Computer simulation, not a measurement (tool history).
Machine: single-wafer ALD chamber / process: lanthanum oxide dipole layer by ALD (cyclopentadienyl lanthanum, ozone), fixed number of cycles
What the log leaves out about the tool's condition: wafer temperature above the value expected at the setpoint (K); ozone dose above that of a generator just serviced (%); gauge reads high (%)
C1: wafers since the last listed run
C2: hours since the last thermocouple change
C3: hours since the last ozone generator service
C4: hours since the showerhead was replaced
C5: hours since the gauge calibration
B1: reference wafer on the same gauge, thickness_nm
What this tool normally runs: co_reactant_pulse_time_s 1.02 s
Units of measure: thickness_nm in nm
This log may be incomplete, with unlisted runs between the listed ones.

run 1 hour=0 | co_reactant_pulse_time_s=1.02 | C1=0 C2=2400.8 C3=1615.3 C4=5824.7 C5=60.8 | B1=0.571 | thickness_nm=0.44
run 2 hour=13.8 | co_reactant_pulse_time_s=1.02 | C1=193 C2=2414.6 C3=1629.1 C4=5838.5 C5=74.6 | B1=0.571 | thickness_nm=0.437
run 3 hour=22 | co_reactant_pulse_time_s=1.02 | C1=115 C2=2422.8 C3=1637.3 C4=5846.7 C5=82.8 | B1=0.571 | thickness_nm=0.436
run 4 hour=28 | co_reactant_pulse_time_s=1.02 | C1=84 C2=2428.8 C3=1643.3 C4=5852.7 C5=88.8 | B1=0.571 | thickness_nm=0.432
run 5 hour=36.1 | co_reactant_pulse_time_s=1.02 | C1=113 C2=2436.9 C3=1651.4 C4=5860.8 C5=96.9 | B1=0.572 | thickness_nm=0.433
run 6 hour=47.6 | co_reactant_pulse_time_s=0.75 | C1=161 C2=2448.4 C3=1662.9 C4=5872.3 C5=108.4 | B1=0.571 | thickness_nm=0.324
-- hour=60.8 showerhead replaced
run 7 hour=61.3 | co_reactant_pulse_time_s=0.75 | C1=79 C2=2462.1 C3=1676.6 C4=0.5 C5=122.1 | B1=0.571 | thickness_nm=0.321
-- hour=79.3 ozone generator serviced
run 8 hour=79.8 | co_reactant_pulse_time_s=1.02 | C1=147 C2=2480.6 C3=0.5 C4=19 C5=140.6 | B1=0.571 | thickness_nm=0.517
run 9 hour=87.6 | co_reactant_pulse_time_s=1.2 | C1=109 C2=2488.4 C3=8.3 C4=26.8 C5=148.4 | B1=0.571 | thickness_nm=0.548
-- hour=89.6 gauge calibrated
run 10 hour=103.5 | co_reactant_pulse_time_s=1.34 | C1=223 C2=2504.3 C3=24.2 C4=42.7 C5=13.9 | B1=0.571 | thickness_nm=0.565
run 11 hour=111.6 | co_reactant_pulse_time_s=1.37 | C1=113 C2=2512.4 C3=32.3 C4=50.8 C5=22 | B1=0.571 | thickness_nm=0.567
-- hour=122.4 thermocouple changed; heater temperature recalibrated
run 12 hour=125.7 | co_reactant_pulse_time_s=1.18 | C1=85 C2=3.3 C3=46.4 C4=64.9 C5=36.1 | B1=0.571 | thickness_nm=0.545
run 13 hour=142.1 | co_reactant_pulse_time_s=1.02 | C1=230 C2=19.7 C3=62.8 C4=81.3 C5=52.5 | B1=0.572 | thickness_nm=0.517
run 14 hour=155.3 | co_reactant_pulse_time_s=0.64 | C1=185 C2=32.9 C3=76 C4=94.5 C5=65.7 | B1=0.571 | thickness_nm=0.356

Below are 4 alternative next runs, each starting from the tool's condition after run 14. Predict each:
run A hour=155.7 | co_reactant_pulse_time_s=1.17 | C1=5 C2=33.3 C3=76.4 C4=94.9 C5=66.1 | B1=? | thickness_nm=?
run B hour=155.7 | co_reactant_pulse_time_s=0.78 | C1=5 C2=33.3 C3=76.4 C4=94.9 C5=66.1 | B1=? | thickness_nm=?
run C hour=155.7 | co_reactant_pulse_time_s=1.16 | C1=5 C2=33.3 C3=76.4 C4=94.9 C5=66.1 | B1=? | thickness_nm=?
run D hour=155.7 | co_reactant_pulse_time_s=1.39 | C1=5 C2=33.3 C3=76.4 C4=94.9 C5=66.1 | B1=? | thickness_nm=?

run=A B1=0.571 thickness_nm=0.548
run=B B1=0.571 thickness_nm=0.437
run=C B1=0.571 thickness_nm=0.546
run=D B1=0.571 thickness_nm=0.573
With no hidden state in the tool, these same runs would have given:
run=A thickness_nm=0.552
run=B thickness_nm=0.445
run=C thickness_nm=0.551
run=D thickness_nm=0.576
